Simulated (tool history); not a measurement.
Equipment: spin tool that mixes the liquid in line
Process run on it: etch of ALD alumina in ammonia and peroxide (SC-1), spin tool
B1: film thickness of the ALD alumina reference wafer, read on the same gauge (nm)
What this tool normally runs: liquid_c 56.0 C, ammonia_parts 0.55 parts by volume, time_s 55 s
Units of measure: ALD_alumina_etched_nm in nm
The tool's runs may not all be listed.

Run 1, hour 0.0: usual settings; B1 50.045. Result: ALD_alumina_etched_nm 3.838 nm.
Run 2, hour 58.7: usual settings; B1 50.006. Result: ALD_alumina_etched_nm 3.881 nm.
Run 3, hour 110.7: usual settings; B1 50.008. Result: ALD_alumina_etched_nm 3.783 nm.
Run 4, hour 163.1: usual settings; B1 50.016. Result: ALD_alumina_etched_nm 3.753 nm.
Run 5, hour 203.8: usual settings; B1 49.978. Result: ALD_alumina_etched_nm 3.765 nm.
Run 6, hour 273.0: usual settings but ammonia_parts 0.45 parts by volume; B1 49.973. Result: ALD_alumina_etched_nm 3.612 nm.
At hour 284.6: heated supply line repaired.
Run 7, hour 326.1: usual settings but ammonia_parts 0.45 parts by volume; B1 50.025. Result: ALD_alumina_etched_nm 3.858 nm.
Run 8, hour 371.8: usual settings but ammonia_parts 0.45 parts by volume; B1 50.055. Result: ALD_alumina_etched_nm 3.808 nm.
At hour 389.1: thermometer replaced.
Run 9, hour 422.1: usual settings; B1 50.001. Result: ALD_alumina_etched_nm 3.985 nm.
At hour 481.8: new drum of ammonia solution connected.
Run 10, hour 483.1: usual settings; B1 50.055. Result: ALD_alumina_etched_nm 3.939 nm.
At hour 499.3: ammonia flow meter replaced.
At hour 542.2: gauge calibrated.
Run 11, hour 554.5: usual settings but ammonia_parts 0.35 parts by volume; B1 50.023. Result: ALD_alumina_etched_nm 3.743 nm.
Run 12, hour 617.1: usual settings; B1 50.013. Result: ALD_alumina_etched_nm 3.838 nm.
Run 13, hour 657.0: usual settings but liquid_c 52.5 C, time_s 90 s; B1 49.984. Result: ALD_alumina_etched_nm 5.196 nm.
Run 14, hour 695.6: usual settings; B1 50.014. Result: ALD_alumina_etched_nm 3.817 nm.
Run 15, hour 726.3: usual settings but liquid_c 62.0 C, ammonia_parts 0.65 parts by volume, time_s 65 s; B1 49.976. Result: ALD_alumina_etched_nm 6.159 nm.
Run 16, hour 758.4: usual settings but liquid_c 52.5 C, time_s 35 s; B1 49.974. Result: ALD_alumina_etched_nm 1.953 nm.
Run 17, hour 790.8: usual settings; B1 49.994. Result: ALD_alumina_etched_nm 3.703 nm.
Run 18, hour 851.1: usual settings; B1 50.040. Result: ALD_alumina_etched_nm 3.694 nm.
Run 19, hour 897.7: usual settings but liquid_c 51.5 C, ammonia_parts 0.35 parts by volume, time_s 40 s; B1 50.000. Result: ALD_alumina_etched_nm 2.010 nm.
Run 20, hour 936.8: usual settings but liquid_c 49.0 C, time_s 35 s; B1 50.004. Result: ALD_alumina_etched_nm 1.581 nm.

What if the next run were any one of these 4? Each begins from the tool's condition after run 20:
Run A, hour 937.2: usual settings; B1 ?. Result: ALD_alumina_etched_nm ?.
Run B, hour 937.2: usual settings but liquid_c 52.0 C, ammonia_parts 0.70 parts by volume, time_s 85 s; B1 ?. Result: ALD_alumina_etched_nm ?.
Run C, hour 937.2: usual settings but time_s 35 s; B1 ?. Result: ALD_alumina_etched_nm ?.
Run D, hour 937.2: usual settings but liquid_c 47.0 C, ammonia_parts 0.45 parts by volume, time_s 80 s; B1 ?. Result: ALD_alumina_etched_nm ?.

run      B1  ALD_alumina_etched_nm
  A  49.993                  3.609
  B  49.993                  4.589
  C  49.993                  2.296
  D  49.993                  3.127
Without the tool's unlogged condition, the same runs would have read:
run  ALD_alumina_etched_nm
  A                  4.133
  B                  5.276
  C                  2.630
  D                  3.613

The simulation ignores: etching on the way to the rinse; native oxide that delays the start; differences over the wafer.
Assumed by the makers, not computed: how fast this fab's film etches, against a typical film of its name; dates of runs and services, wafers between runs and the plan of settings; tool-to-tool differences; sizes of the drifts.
